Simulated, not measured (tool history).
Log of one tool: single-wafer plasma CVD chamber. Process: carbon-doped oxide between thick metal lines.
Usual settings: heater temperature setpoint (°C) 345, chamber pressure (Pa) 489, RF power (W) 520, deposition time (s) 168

| run | hour | heater temperature setpoint (°C) | chamber pressure (Pa) | RF power (W) | deposition time (s) | read-back reference wafer on the same gauge, thickness_nm | mean film thickness on the monitor wafer (Å) |
|---|---|---|---|---|---|---|---|
| 1 | 0 | 355 | 489 | 470 | 168 | 976.656 | 7137.13 |
| 2 | 27.1 | 355 | 489 | 470 | 168 | 977.724 | 7103.4 |
| 3 | 65.4 | 345 | 489 | 520 | 158 | 977.428 | 7524.82 |
| 4 | 128.8 | 345 | 489 | 520 | 158 | 976.349 | 7540.15 |
| 5 | 178 | 345 | 489 | 520 | 158 | 975.901 | 7563.19 |
| 6 | 206.4 | 345 | 489 | 520 | 168 | 977.171 | 7987.56 |
|  | 275.1 | showerhead replaced, of another model than before |
| 7 | 276.7 | 345 | 489 | 520 | 160 | 977.101 | 7771.78 |
| 8 | 303.2 | 345 | 489 | 560 | 168 | 977.605 | 8509.16 |
|  | 325 | RF generator calibrated |
| 9 | 331.7 | 345 | 489 | 560 | 168 | 977.228 | 8852.31 |
| 10 | 386.6 | 345 | 455 | 520 | 168 | 976.777 | 8469.92 |
| 11 | 448.4 | 345 | 455 | 520 | 168 | 977.218 | 8448.42 |
| 12 | 487.9 | 345 | 455 | 520 | 168 | 976.162 | 8454.73 |
|  | 533.4 | capacitance manometer re-zeroed and calibrated |
| 13 | 533.9 | 345 | 588 | 575 | 168 | 976.909 | 9019.75 |
| 14 | 570 | 345 | 544 | 520 | 143 | 977.651 | 7231.97 |
| 15 | 606.8 | 357 | 413 | 620 | 168 | 976.991 | 8897.73 |
| 16 | 633.5 | 331 | 580 | 425 | 188 | 977.332 | 8706.93 |
|  | 641.3 | gauge calibrated |
| 17 | 672.5 | 355 | 543 | 590 | 168 | 976.012 | 8777.43 |
|  | 694.5 | thermocouple changed; heater temperature recalibrated |
| 18 | 865.2 | 345 | 489 | 600 | 168 | 976.317 | 9001.74 |
| 19 | 923.7 | 345 | 489 | 520 | 145 | 977.492 | 7142.96 |
| 20 | 990.7 | 345 | 489 | 590 | 154 | 977.018 | 8172.59 |
| 21 | 1039.7 | 345 | 489 | 520 | 168 | 977.626 | 8236.51 |
| 22 | 1078.9 | 345 | 489 | 430 | 168 | 977.526 | 7310.8 |
| 23 | 1109.5 | 345 | 489 | 520 | 168 | 975.413 | 8304.19 |
| 24 | 1168.7 | 345 | 489 | 520 | 168 | 976.671 | 8324.61 |
| 25 | 1234.7 | 336 | 609 | 520 | 168 | 977.077 | 8569.87 |
| 26 | 1277.9 | 353 | 432 | 565 | 145 | 976.837 | 7278.24 |
| 27 | 1319.7 | 345 | 489 | 520 | 168 | 976.97 | 8291.29 |
| 28 | 1378.7 | 356 | 549 | 620 | 156 | 976.546 | 8277.94 |
| 29 | 1411.6 | 345 | 489 | 520 | 158 | 976.317 | 7800.53 |

Forecast each of these 3 alternatives for the next run:
| A | 1412 | 345 | 489 | 520 | 168 | ? | ? |
| B | 1412 | 340 | 539 | 570 | 152 | ? | ? |
| C | 1412 | 337 | 457 | 520 | 168 | ? | ? |

| run | read-back reference wafer on the same gauge, thickness_nm | mean film thickness on the monitor wafer (Å) |
|---|---|---|
| A | 976.546 | 8217.62 |
| B | 976.546 | 7949.32 |
| C | 976.546 | 8346.49 |
Without the tool's hidden state the same runs would have given:
| run | mean film thickness on the monitor wafer (Å) |
|---|---|
| A | 8578.82 |
| B | 8291.88 |
| C | 8713.36 |

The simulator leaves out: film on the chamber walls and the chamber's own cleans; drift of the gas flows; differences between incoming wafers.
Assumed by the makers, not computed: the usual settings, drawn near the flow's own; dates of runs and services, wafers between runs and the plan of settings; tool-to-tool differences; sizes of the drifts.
